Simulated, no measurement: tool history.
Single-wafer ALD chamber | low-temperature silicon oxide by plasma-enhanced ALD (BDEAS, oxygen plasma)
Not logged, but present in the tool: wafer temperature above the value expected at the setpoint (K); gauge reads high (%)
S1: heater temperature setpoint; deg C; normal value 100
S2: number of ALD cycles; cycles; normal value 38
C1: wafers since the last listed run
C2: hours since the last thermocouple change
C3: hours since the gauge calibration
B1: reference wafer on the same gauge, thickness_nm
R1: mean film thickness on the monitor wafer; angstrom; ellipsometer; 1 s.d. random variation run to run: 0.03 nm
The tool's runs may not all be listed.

run,day,S1,S2,C1,C2,C3,B1,R1
1,0.000,100,42,0,1220.1,201.6,5.008,64.45
2,1.233,100,42,146,1249.7,231.2,5.000,64.83
3,2.183,100,42,113,1272.5,254.0,5.008,64.89
# day 2.421: gauge calibrated
4,3.508,105,38,157,1304.3,26.1,4.999,57.77
5,4.592,105,38,128,1330.3,52.1,4.999,57.85
6,5.721,105,38,134,1357.4,79.2,5.001,58.35
7,6.862,100,38,135,1384.8,106.6,4.999,58.11
8,7.854,100,38,117,1408.6,130.4,5.001,58.75
# day 8.629: thermocouple changed; heater temperature recalibrated
9,9.158,89,38,115,12.7,161.7,5.003,60.46
10,10.417,108,35,149,42.9,191.9,5.000,52.96
11,11.692,113,43,151,73.5,222.5,4.999,64.80
12,12.775,100,40,128,99.5,248.5,4.999,60.97
# day 13.154: gauge calibrated
13,13.471,100,33,82,116.2,7.6,5.005,50.76
14,14.792,110,43,157,147.9,39.3,4.995,65.30
15,15.762,108,40,115,171.2,62.6,4.997,60.44
16,16.571,94,44,96,190.6,82.0,4.994,68.24
17,17.100,100,38,62,203.3,94.7,5.005,58.04
18,17.929,93,35,98,223.2,114.6,4.996,55.37
19,19.012,100,38,128,249.2,140.6,4.998,58.26

Branching from run 19: 3 alternative next runs. What would each branch give?
A,19.033,100,38,2,249.7,141.1,?,?
B,19.033,100,45,2,249.7,141.1,?,?
C,19.033,111,38,2,249.7,141.1,?,?

run,B1,R1
A,5.000,58.94
B,5.000,69.80
C,5.000,57.77
With no hidden state in the tool, these same runs would have given:
run,R1
A,58.94
B,69.80
C,57.77
